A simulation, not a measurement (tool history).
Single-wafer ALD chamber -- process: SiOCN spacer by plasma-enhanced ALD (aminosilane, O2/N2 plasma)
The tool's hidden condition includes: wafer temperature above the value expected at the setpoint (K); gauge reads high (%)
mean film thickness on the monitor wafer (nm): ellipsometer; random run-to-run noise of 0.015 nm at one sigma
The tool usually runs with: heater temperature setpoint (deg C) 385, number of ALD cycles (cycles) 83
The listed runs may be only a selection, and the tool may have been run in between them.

run,hour,heater temperature setpoint (deg C),number of ALD cycles (cycles),wafers since the last listed run,hours since the last thermocouple change,hours since the gauge calibration,"read-back reference wafer on the same gauge, thickness_nm",mean film thickness on the monitor wafer (nm)
1,0.0,385,83,0,571.8,147.5,6.003,5.101
2,16.7,385,83,63,588.5,164.2,5.999,5.136
3,122.8,385,71,401,694.6,270.3,5.986,4.360
4,224.6,385,83,385,796.4,372.1,5.974,5.119
5,247.7,385,83,87,819.5,395.2,5.969,5.079
6,276.8,385,83,110,848.6,424.3,5.967,5.091
7,297.1,385,83,76,868.9,444.6,5.961,5.081
8,328.6,385,83,119,900.4,476.1,5.957,5.073
9,356.3,385,83,104,928.1,503.8,5.952,5.079
10,422.9,385,83,252,994.7,570.4,5.932,5.081
# hour 437.8: thermocouple changed; heater temperature recalibrated
11,453.9,385,83,87,16.1,601.4,5.927,5.056
12,468.8,385,94,56,31.0,616.3,5.919,5.710
13,493.0,385,83,91,55.2,640.5,5.914,5.054
14,523.6,385,83,115,85.8,671.1,5.905,5.037
15,541.2,385,83,66,103.4,688.7,5.896,5.014
16,565.0,376,97,90,127.2,712.5,5.892,5.869
17,590.6,400,92,96,152.8,738.1,5.883,5.586
18,619.1,397,83,107,181.3,766.6,5.874,5.035
19,653.7,391,99,131,215.9,801.2,5.861,5.958
20,669.5,400,90,59,231.7,817.0,5.855,5.404
21,695.7,385,83,99,257.9,843.2,5.847,4.976
# hour 707.6: gauge calibrated
22,729.1,377,99,126,291.3,21.5,6.006,6.107
23,752.0,372,92,86,314.2,44.4,6.004,5.670
24,765.5,376,88,51,327.7,57.9,6.003,5.396
25,798.9,391,83,126,361.1,91.3,6.003,5.141
26,832.9,397,76,128,395.1,125.3,6.005,4.682
27,856.4,393,73,89,418.6,148.8,5.999,4.511
28,886.6,390,94,114,448.8,179.0,6.001,5.836
29,920.1,385,83,126,482.3,212.5,5.996,5.121
30,932.9,385,83,48,495.1,225.3,5.999,5.085
31,965.2,393,73,122,527.4,257.6,5.991,4.491

Here are 5 independent what-if runs from the current tool condition. What would each one return?
A,965.8,385,89,2,528.0,258.2,?,?
B,965.8,392,95,2,528.0,258.2,?,?
C,965.8,379,83,2,528.0,258.2,?,?
D,965.8,385,74,2,528.0,258.2,?,?
E,965.8,375,92,2,528.0,258.2,?,?

run,"read-back reference wafer on the same gauge, thickness_nm",mean film thickness on the monitor wafer (nm)
A,5.994,5.477
B,5.994,5.846
C,5.994,5.107
D,5.994,4.554
E,5.994,5.661
With no hidden state in the tool, these same runs would have given:
run,mean film thickness on the monitor wafer (nm)
A,5.484
B,5.853
C,5.114
D,4.559
E,5.668
